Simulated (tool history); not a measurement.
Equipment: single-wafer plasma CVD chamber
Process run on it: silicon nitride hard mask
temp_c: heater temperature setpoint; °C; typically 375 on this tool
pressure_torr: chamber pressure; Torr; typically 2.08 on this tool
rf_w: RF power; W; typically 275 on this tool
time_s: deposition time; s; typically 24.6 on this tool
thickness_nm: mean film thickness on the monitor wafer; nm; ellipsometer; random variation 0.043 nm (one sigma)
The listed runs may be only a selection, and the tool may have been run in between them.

| run | hour | temp_c | pressure_torr | rf_w | time_s | read-back reference wafer on the same gauge, thickness_nm | thickness_nm |
|---|---|---|---|---|---|---|---|
| 1 | 0 | 375 | 2.28 | 250 | 24.6 | 26.005 | 27.042 |
| 2 | 65 | 375 | 2.28 | 250 | 24.6 | 25.998 | 27.111 |
| 3 | 121.9 | 375 | 2.28 | 250 | 24.6 | 25.993 | 27.063 |
| 4 | 225.8 | 375 | 2.08 | 275 | 26.7 | 26.002 | 31.041 |
| 5 | 307.5 | 375 | 2.08 | 275 | 26.7 | 25.999 | 31.07 |
| 6 | 374.7 | 375 | 2.08 | 275 | 24.6 | 26.002 | 28.513 |
| 7 | 473.2 | 375 | 2.08 | 275 | 24.6 | 25.996 | 28.523 |
| 8 | 566.3 | 375 | 2.08 | 275 | 24.6 | 26.008 | 28.583 |
| 9 | 606 | 375 | 2.08 | 275 | 24.6 | 26.001 | 28.568 |
| 10 | 647 | 375 | 2.08 | 255 | 24.6 | 26.006 | 26.998 |
| 11 | 753.1 | 375 | 2.29 | 300 | 24.6 | 26 | 30.812 |
| 12 | 802.9 | 375 | 2.29 | 300 | 24.6 | 25.992 | 30.762 |
| 13 | 934.2 | 375 | 2.29 | 300 | 24.6 | 26 | 30.7 |
|  | 973.9 | showerhead replaced |
| 14 | 982.9 | 383 | 2.08 | 275 | 24.6 | 26.005 | 28.462 |
|  | 983 | gauge calibrated |
| 15 | 1080.2 | 375 | 2.29 | 300 | 24.6 | 25.997 | 30.673 |
| 16 | 1123.5 | 389 | 2.08 | 310 | 24.6 | 25.999 | 30.925 |
|  | 1158.8 | thermocouple changed; heater temperature recalibrated |
| 17 | 1172.7 | 375 | 2.29 | 300 | 24.6 | 26.007 | 30.65 |
| 18 | 1227.4 | 375 | 2.08 | 300 | 22.1 | 26.006 | 27.211 |
|  | 1254 | RF generator calibrated |
| 19 | 1319.7 | 362 | 2.3 | 275 | 23 | 26 | 27.501 |
| 20 | 1398.3 | 375 | 2.08 | 275 | 24.6 | 26.003 | 28.836 |
|  | 1448.4 | capacitance manometer re-zeroed and calibrated |
| 21 | 1510 | 370 | 2.08 | 275 | 22.8 | 25.996 | 26.747 |
| 22 | 1585.5 | 375 | 2.27 | 275 | 24.6 | 26.003 | 28.973 |
| 23 | 1627.3 | 375 | 1.57 | 275 | 24.6 | 25.991 | 27.658 |
| 24 | 1673.3 | 364 | 1.76 | 230 | 28.8 | 26.001 | 29.036 |
| 25 | 1728.9 | 362 | 1.77 | 255 | 19.8 | 25.998 | 21.554 |
| 26 | 1797.3 | 384 | 2.08 | 305 | 26.3 | 25.999 | 32.866 |
| 27 | 1865.9 | 375 | 2.29 | 300 | 24.6 | 26.007 | 30.829 |

Consider 5 possible next runs. They are alternatives, not a sequence: every one starts from the tool as it was left by run 27. What does each give?
| A | 1866.3 | 375 | 2.08 | 275 | 24.6 | ? | ? |
| B | 1866.3 | 388 | 2.26 | 295 | 29 | ? | ? |
| C | 1866.3 | 375 | 1.87 | 315 | 24.6 | ? | ? |
| D | 1866.3 | 364 | 2.08 | 240 | 24.6 | ? | ? |
| E | 1866.3 | 368 | 2.57 | 290 | 28.1 | ? | ? |

| run | read-back reference wafer on the same gauge, thickness_nm | thickness_nm |
|---|---|---|
| A | 25.994 | 28.712 |
| B | 25.994 | 35.737 |
| C | 25.994 | 31.085 |
| D | 25.994 | 26.133 |
| E | 25.994 | 35.091 |
Take away the tool's hidden state, keep each run's random variation, and the runs would have read:
| run | thickness_nm |
|---|---|
| A | 28.807 |
| B | 35.855 |
| C | 31.183 |
| D | 26.225 |
| E | 35.208 |
